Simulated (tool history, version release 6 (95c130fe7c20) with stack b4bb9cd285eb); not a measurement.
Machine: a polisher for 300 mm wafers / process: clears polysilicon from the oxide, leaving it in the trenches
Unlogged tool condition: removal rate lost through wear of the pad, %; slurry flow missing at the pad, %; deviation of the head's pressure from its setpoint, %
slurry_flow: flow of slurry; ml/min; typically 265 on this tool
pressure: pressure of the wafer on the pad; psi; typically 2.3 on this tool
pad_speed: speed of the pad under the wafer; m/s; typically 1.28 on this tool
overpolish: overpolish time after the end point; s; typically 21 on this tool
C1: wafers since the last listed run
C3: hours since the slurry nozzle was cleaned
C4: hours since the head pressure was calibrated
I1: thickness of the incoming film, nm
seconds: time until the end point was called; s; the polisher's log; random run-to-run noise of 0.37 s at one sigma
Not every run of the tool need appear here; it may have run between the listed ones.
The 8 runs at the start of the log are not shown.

Run 9, hour 531.9: usual settings; C1 1439; wafers polished on this pad 3867; C3 356.6; C4 983.4; I1 331.5. Result: seconds 28.3 s.
Run 10, hour 609.0: usual settings but pad_speed 1.38 m/s; C1 1104; wafers polished on this pad 4972; C3 433.7; C4 1060.5; I1 329.6. Result: seconds 26.8 s.
Run 11, hour 715.8: usual settings; C1 1529; wafers polished on this pad 6501; C3 540.5; C4 1167.3; I1 330.0. Result: seconds 28.0 s.
At hour 756.9: worn pad replaced by a new one.
Run 12, hour 798.7: usual settings; C1 1130; wafers polished on this pad 598; C3 623.4; C4 1250.2; I1 336.1. Result: seconds 30.5 s.
Run 13, hour 869.9: usual settings but pressure 1.7 psi; C1 1019; wafers polished on this pad 1618; C3 694.6; C4 1321.4; I1 333.3. Result: seconds 40.3 s.
At hour 897.4: slurry nozzle cleaned.
Run 14, hour 964.3: usual settings but slurry_flow 300 ml/min, pressure 1.9 psi, pad_speed 0.88 m/s, overpolish 17 s; C1 1337; wafers polished on this pad 2956; C3 66.9; C4 1415.8; I1 330.4. Result: seconds 50.6 s.
At hour 985.1: head pressure recalibrated.
Run 15, hour 1022.3: usual settings but pad_speed 1.42 m/s, overpolish 10 s; C1 802; wafers polished on this pad 3758; C3 124.9; C4 37.2; I1 329.9. Result: seconds 23.5 s.
Run 16, hour 1127.4: usual settings but pad_speed 1.58 m/s, overpolish 15 s; C1 1505; wafers polished on this pad 5263; C3 230.0; C4 142.3; I1 327.9. Result: seconds 21.7 s.
Run 17, hour 1185.0: usual settings but slurry_flow 210 ml/min, pressure 1.7 psi; C1 824; wafers polished on this pad 6088; C3 287.6; C4 199.9; I1 332.8. Result: seconds 36.2 s.
Run 18, hour 1248.4: usual settings but pressure 2.8 psi, overpolish 32 s; C1 908; wafers polished on this pad 6996; C3 351.0; C4 263.3; I1 331.6. Result: seconds 21.2 s.
Run 19, hour 1320.8: usual settings but pressure 2.9 psi, pad_speed 1.44 m/s; C1 1036; wafers polished on this pad 8033; C3 423.4; C4 335.7; I1 329.0. Result: seconds 19.2 s.
At hour 1393.8: worn pad replaced by a new one.
Run 20, hour 1415.4: usual settings but slurry_flow 325 ml/min, pressure 2.6 psi, pad_speed 1.10 m/s; C1 1297; wafers polished on this pad 308; C3 518.0; C4 430.3; I1 328.7. Result: seconds 25.9 s.
Run 21, hour 1498.1: usual settings but overpolish 13 s; C1 1184; wafers polished on this pad 1493; C3 600.7; C4 513.0; I1 330.4. Result: seconds 25.7 s.
Run 22, hour 1545.7: usual settings but pad_speed 1.16 m/s, overpolish 16 s; C1 681; wafers polished on this pad 2175; C3 648.3; C4 560.6; I1 331.3. Result: seconds 28.9 s.
Run 23, hour 1581.9: usual settings but overpolish 25 s; C1 518; wafers polished on this pad 2693; C3 684.5; C4 596.8; I1 333.3. Result: seconds 26.5 s.
Run 24, hour 1643.3: usual settings but pressure 1.8 psi, pad_speed 1.62 m/s; C1 879; wafers polished on this pad 3572; C3 745.9; C4 658.2; I1 331.1. Result: seconds 27.7 s.
At hour 1646.0: slurry nozzle cleaned.
Run 25, hour 1683.2: usual settings but slurry_flow 355 ml/min; C1 557; wafers polished on this pad 4130; C3 37.2; C4 698.1; I1 331.4. Result: seconds 26.6 s.
Run 26, hour 1739.8: usual settings; C1 810; wafers polished on this pad 4940; C3 93.8; C4 754.7; I1 328.1. Result: seconds 27.0 s.
Run 27, hour 1939.0: usual settings but pressure 2.5 psi, pad_speed 1.48 m/s; C1 2853; wafers polished on this pad 7793; C3 293.0; C4 953.9; I1 328.6. Result: seconds 22.1 s.
Run 28, hour 2011.9: usual settings; C1 1044; wafers polished on this pad 8837; C3 365.9; C4 1026.8; I1 332.2. Result: seconds 27.6 s.
At hour 2049.1: worn pad replaced by a new one.
Run 29, hour 2112.6: usual settings; C1 1384; wafers polished on this pad 909; C3 466.6; C4 1127.5; I1 329.9. Result: seconds 28.4 s.
Run 30, hour 2191.8: usual settings but slurry_flow 295 ml/min, pressure 1.7 psi, pad_speed 1.12 m/s; C1 1134; wafers polished on this pad 2043; C3 545.8; C4 1206.7; I1 329.3. Result: seconds 43.5 s.
Run 31, hour 2255.2: usual settings but slurry_flow 190 ml/min; C1 908; wafers polished on this pad 2951; C3 609.2; C4 1270.1; I1 333.2. Result: seconds 29.9 s.
Run 32, hour 2308.4: usual settings but pressure 2.5 psi; C1 761; wafers polished on this pad 3713; C3 662.4; C4 1323.3; I1 331.5. Result: seconds 26.6 s.
At hour 2330.3: slurry nozzle cleaned.
Run 33, hour 2349.2: usual settings; C1 570; wafers polished on this pad 4283; C3 18.9; C4 1364.1; I1 324.1. Result: seconds 29.2 s.

Alternative continuations, all from the tool just after run 33; predict every row:
Run A, hour 2349.6: usual settings; C1 5; wafers polished on this pad 4289; C3 19.3; C4 1364.5; I1 325.3. Result: seconds ?.
Run B, hour 2349.6: usual settings but pad_speed 0.98 m/s, overpolish 27 s; C1 5; wafers polished on this pad 4289; C3 19.3; C4 1364.5; I1 325.3. Result: seconds ?.
Run C, hour 2349.6: usual settings but overpolish 9 s; C1 5; wafers polished on this pad 4289; C3 19.3; C4 1364.5; I1 325.3. Result: seconds ?.
Run D, hour 2349.6: usual settings but pressure 1.9 psi; C1 5; wafers polished on this pad 4289; C3 19.3; C4 1364.5; I1 325.3. Result: seconds ?.
Run E, hour 2349.6: usual settings but pressure 2.9 psi; C1 5; wafers polished on this pad 4289; C3 19.3; C4 1364.5; I1 325.3. Result: seconds ?.

run  seconds
  A     28.7
  B     36.2
  C     28.7
  D     34.7
  E     22.8
Without the tool's unlogged condition, the same runs would have read:
run  seconds
  A     25.3
  B     31.9
  C     25.3
  D     30.6
  E     20.1

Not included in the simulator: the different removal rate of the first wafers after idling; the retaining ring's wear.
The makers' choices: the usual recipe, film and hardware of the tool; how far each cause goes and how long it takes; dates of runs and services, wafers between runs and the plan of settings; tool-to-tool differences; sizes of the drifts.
